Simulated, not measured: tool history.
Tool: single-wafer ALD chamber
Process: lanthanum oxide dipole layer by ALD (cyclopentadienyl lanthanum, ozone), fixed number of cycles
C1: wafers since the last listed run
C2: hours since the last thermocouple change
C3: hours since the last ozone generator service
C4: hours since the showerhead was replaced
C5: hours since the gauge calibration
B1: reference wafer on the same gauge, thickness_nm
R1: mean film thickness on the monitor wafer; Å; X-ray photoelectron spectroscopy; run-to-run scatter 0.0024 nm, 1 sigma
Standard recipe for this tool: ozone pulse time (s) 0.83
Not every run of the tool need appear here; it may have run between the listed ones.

run 1 hour=0 | ozone_pulse_time_(s)=0.83 | C1=0 C2=1261 C3=451.9 C4=8185.2 C5=106.3 | B1=0.478 | R1=4.37
run 2 hour=12.6 | ozone_pulse_time_(s)=0.83 | C1=252 C2=1273.6 C3=464.5 C4=8197.8 C5=118.9 | B1=0.477 | R1=4.39
run 3 hour=33.6 | ozone_pulse_time_(s)=0.83 | C1=420 C2=1294.6 C3=485.5 C4=8218.8 C5=139.9 | B1=0.478 | R1=4.36
run 4 hour=56 | ozone_pulse_time_(s)=0.66 | C1=448 C2=1317 C3=507.9 C4=8241.2 C5=162.3 | B1=0.477 | R1=3.93
run 5 hour=71.5 | ozone_pulse_time_(s)=0.66 | C1=310 C2=1332.5 C3=523.4 C4=8256.7 C5=177.8 | B1=0.477 | R1=3.94
run 6 hour=102.1 | ozone_pulse_time_(s)=0.66 | C1=612 C2=1363.1 C3=554 C4=8287.3 C5=208.4 | B1=0.477 | R1=3.93
run 7 hour=114.6 | ozone_pulse_time_(s)=0.58 | C1=250 C2=1375.6 C3=566.5 C4=8299.8 C5=220.9 | B1=0.477 | R1=3.67
run 8 hour=148.8 | ozone_pulse_time_(s)=0.62 | C1=684 C2=1409.8 C3=600.7 C4=8334 C5=255.1 | B1=0.476 | R1=3.83
run 9 hour=184.2 | ozone_pulse_time_(s)=0.62 | C1=708 C2=1445.2 C3=636.1 C4=8369.4 C5=290.5 | B1=0.477 | R1=3.82
run 10 hour=216.2 | ozone_pulse_time_(s)=0.62 | C1=640 C2=1477.2 C3=668.1 C4=8401.4 C5=322.5 | B1=0.477 | R1=3.77
run 11 hour=248 | ozone_pulse_time_(s)=0.83 | C1=636 C2=1509 C3=699.9 C4=8433.2 C5=354.3 | B1=0.477 | R1=4.31
-- hour=265.1 thermocouple changed; heater temperature recalibrated
run 12 hour=269.4 | ozone_pulse_time_(s)=0.83 | C1=268 C2=4.3 C3=721.3 C4=8454.6 C5=375.7 | B1=0.477 | R1=4.28
run 13 hour=284.5 | ozone_pulse_time_(s)=0.83 | C1=302 C2=19.4 C3=736.4 C4=8469.7 C5=390.8 | B1=0.478 | R1=4.29
-- hour=300 gauge calibrated
run 14 hour=304 | ozone_pulse_time_(s)=0.83 | C1=390 C2=38.9 C3=755.9 C4=8489.2 C5=4 | B1=0.477 | R1=4.25
run 15 hour=325.6 | ozone_pulse_time_(s)=0.63 | C1=432 C2=60.5 C3=777.5 C4=8510.8 C5=25.6 | B1=0.476 | R1=3.79
-- hour=344.3 showerhead replaced
run 16 hour=357.4 | ozone_pulse_time_(s)=0.61 | C1=476 C2=92.3 C3=809.3 C4=13.1 C5=57.4 | B1=0.478 | R1=3.68
run 17 hour=380.5 | ozone_pulse_time_(s)=0.94 | C1=462 C2=115.4 C3=832.4 C4=36.2 C5=80.5 | B1=0.477 | R1=4.43
run 18 hour=408.4 | ozone_pulse_time_(s)=0.63 | C1=558 C2=143.3 C3=860.3 C4=64.1 C5=108.4 | B1=0.477 | R1=3.73
run 19 hour=422.3 | ozone_pulse_time_(s)=1.16 | C1=278 C2=157.2 C3=874.2 C4=78 C5=122.3 | B1=0.476 | R1=4.78
run 20 hour=450.7 | ozone_pulse_time_(s)=0.65 | C1=568 C2=185.6 C3=902.6 C4=106.4 C5=150.7 | B1=0.477 | R1=3.78
run 21 hour=464.2 | ozone_pulse_time_(s)=0.83 | C1=270 C2=199.1 C3=916.1 C4=119.9 C5=164.2 | B1=0.478 | R1=4.19
-- hour=485 ozone generator serviced
run 22 hour=485.5 | ozone_pulse_time_(s)=1 | C1=266 C2=220.4 C3=0.5 C4=141.2 C5=185.5 | B1=0.476 | R1=4.8
run 23 hour=506.4 | ozone_pulse_time_(s)=1.14 | C1=418 C2=241.3 C3=21.4 C4=162.1 C5=206.4 | B1=0.478 | R1=4.99

What does the tool deliver on the next run?
run 24 hour=524.2 | ozone_pulse_time_(s)=0.58 | C1=356 C2=259.1 C3=39.2 C4=179.9 C5=224.2 | B1=? | R1=?

B1: 0.478
R1: 3.9 Å
On a tool with no hidden condition, and with the same random variation, this run would have come out at R1 3.95 Å.
